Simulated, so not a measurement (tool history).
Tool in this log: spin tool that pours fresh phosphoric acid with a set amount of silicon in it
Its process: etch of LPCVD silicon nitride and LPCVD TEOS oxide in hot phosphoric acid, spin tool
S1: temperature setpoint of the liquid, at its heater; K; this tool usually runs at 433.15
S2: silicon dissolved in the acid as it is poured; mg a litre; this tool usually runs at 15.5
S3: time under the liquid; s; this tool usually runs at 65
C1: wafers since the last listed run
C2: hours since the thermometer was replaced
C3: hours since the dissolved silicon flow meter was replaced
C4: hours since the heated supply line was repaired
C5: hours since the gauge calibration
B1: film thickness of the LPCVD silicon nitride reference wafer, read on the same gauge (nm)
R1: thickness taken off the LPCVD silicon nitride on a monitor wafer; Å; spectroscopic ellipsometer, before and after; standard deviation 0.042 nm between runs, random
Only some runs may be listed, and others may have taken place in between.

{"run": 1, "hour": 0.0, "S1": 433.15, "S2": 15.5, "S3": 65, "C1": 0, "C2": 406.8, "C3": 1050.4, "C4": 2711.0, "C5": 130.0, "B1": 90.0, "R1": 55.4}
{"run": 2, "hour": 15.0, "S1": 433.15, "S2": 15.5, "S3": 65, "C1": 129, "C2": 421.8, "C3": 1065.4, "C4": 2726.0, "C5": 145.0, "B1": 89.98, "R1": 55.5}
{"run": 3, "hour": 33.5, "S1": 431.65, "S2": 15.5, "S3": 65, "C1": 159, "C2": 440.3, "C3": 1083.9, "C4": 2744.5, "C5": 163.5, "B1": 89.94, "R1": 52.3}
{"run": 4, "hour": 61.0, "S1": 431.65, "S2": 15.5, "S3": 65, "C1": 237, "C2": 467.8, "C3": 1111.4, "C4": 2772.0, "C5": 191.0, "B1": 89.96, "R1": 51.6}
{"run": 5, "hour": 85.8, "S1": 433.15, "S2": 15.5, "S3": 65, "C1": 213, "C2": 492.6, "C3": 1136.2, "C4": 2796.8, "C5": 215.8, "B1": 90.01, "R1": 54.3}
{"hour": 118.2, "done": "dissolved silicon flow meter replaced"}
{"run": 6, "hour": 119.7, "S1": 433.15, "S2": 15.5, "S3": 90, "C1": 283, "C2": 526.5, "C3": 1.5, "C4": 2830.7, "C5": 249.7, "B1": 90.0, "R1": 76.2}
{"run": 7, "hour": 135.5, "S1": 433.15, "S2": 15.5, "S3": 90, "C1": 136, "C2": 542.3, "C3": 17.3, "C4": 2846.5, "C5": 265.5, "B1": 90.02, "R1": 75.9}
{"run": 8, "hour": 150.4, "S1": 430.65, "S2": 23.0, "S3": 65, "C1": 128, "C2": 557.2, "C3": 32.2, "C4": 2861.4, "C5": 280.4, "B1": 90.03, "R1": 49.9}
{"run": 9, "hour": 170.4, "S1": 433.15, "S2": 9.5, "S3": 65, "C1": 172, "C2": 577.2, "C3": 52.2, "C4": 2881.4, "C5": 300.4, "B1": 90.02, "R1": 54.4}
{"run": 10, "hour": 190.2, "S1": 430.15, "S2": 8.0, "S3": 35, "C1": 170, "C2": 597.0, "C3": 72.0, "C4": 2901.2, "C5": 320.2, "B1": 90.0, "R1": 26.4}
{"hour": 191.7, "done": "heated supply line repaired"}
{"run": 11, "hour": 204.8, "S1": 433.15, "S2": 15.5, "S3": 65, "C1": 117, "C2": 611.6, "C3": 86.6, "C4": 13.1, "C5": 334.8, "B1": 89.98, "R1": 53.5}
{"hour": 213.5, "done": "thermometer replaced"}
{"hour": 217.9, "done": "gauge calibrated"}
{"run": 12, "hour": 229.1, "S1": 433.15, "S2": 15.5, "S3": 35, "C1": 201, "C2": 15.6, "C3": 110.9, "C4": 37.4, "C5": 11.2, "B1": 89.99, "R1": 31.4}
{"run": 13, "hour": 256.3, "S1": 435.65, "S2": 20.5, "S3": 40, "C1": 234, "C2": 42.8, "C3": 138.1, "C4": 64.6, "C5": 38.4, "B1": 89.99, "R1": 38.8}
{"run": 14, "hour": 323.7, "S1": 433.15, "S2": 15.5, "S3": 65, "C1": 581, "C2": 110.2, "C3": 205.5, "C4": 132.0, "C5": 105.8, "B1": 90.02, "R1": 57.7}

Alternative continuations, all from the tool just after run 14; predict every row:
{"run": "A", "hour": 324.1, "S1": 433.15, "S2": 20.5, "S3": 65, "C1": 3, "C2": 110.6, "C3": 205.9, "C4": 132.4, "C5": 106.2, "B1": "?", "R1": "?"}
{"run": "B", "hour": 324.1, "S1": 433.15, "S2": 15.5, "S3": 25, "C1": 3, "C2": 110.6, "C3": 205.9, "C4": 132.4, "C5": 106.2, "B1": "?", "R1": "?"}
{"run": "C", "hour": 324.1, "S1": 430.65, "S2": 15.5, "S3": 65, "C1": 3, "C2": 110.6, "C3": 205.9, "C4": 132.4, "C5": 106.2, "B1": "?", "R1": "?"}
{"run": "D", "hour": 324.1, "S1": 431.65, "S2": 3.5, "S3": 30, "C1": 3, "C2": 110.6, "C3": 205.9, "C4": 132.4, "C5": 106.2, "B1": "?", "R1": "?"}

run=A B1=90.04 R1=57.5
run=B B1=90.04 R1=22.1
run=C B1=90.04 R1=52.8
run=D B1=90.04 R1=25.2
What these runs would have given with no unlogged condition in the tool:
run=A R1=58.7
run=B R1=22.6
run=C R1=54.0
run=D R1=25.8
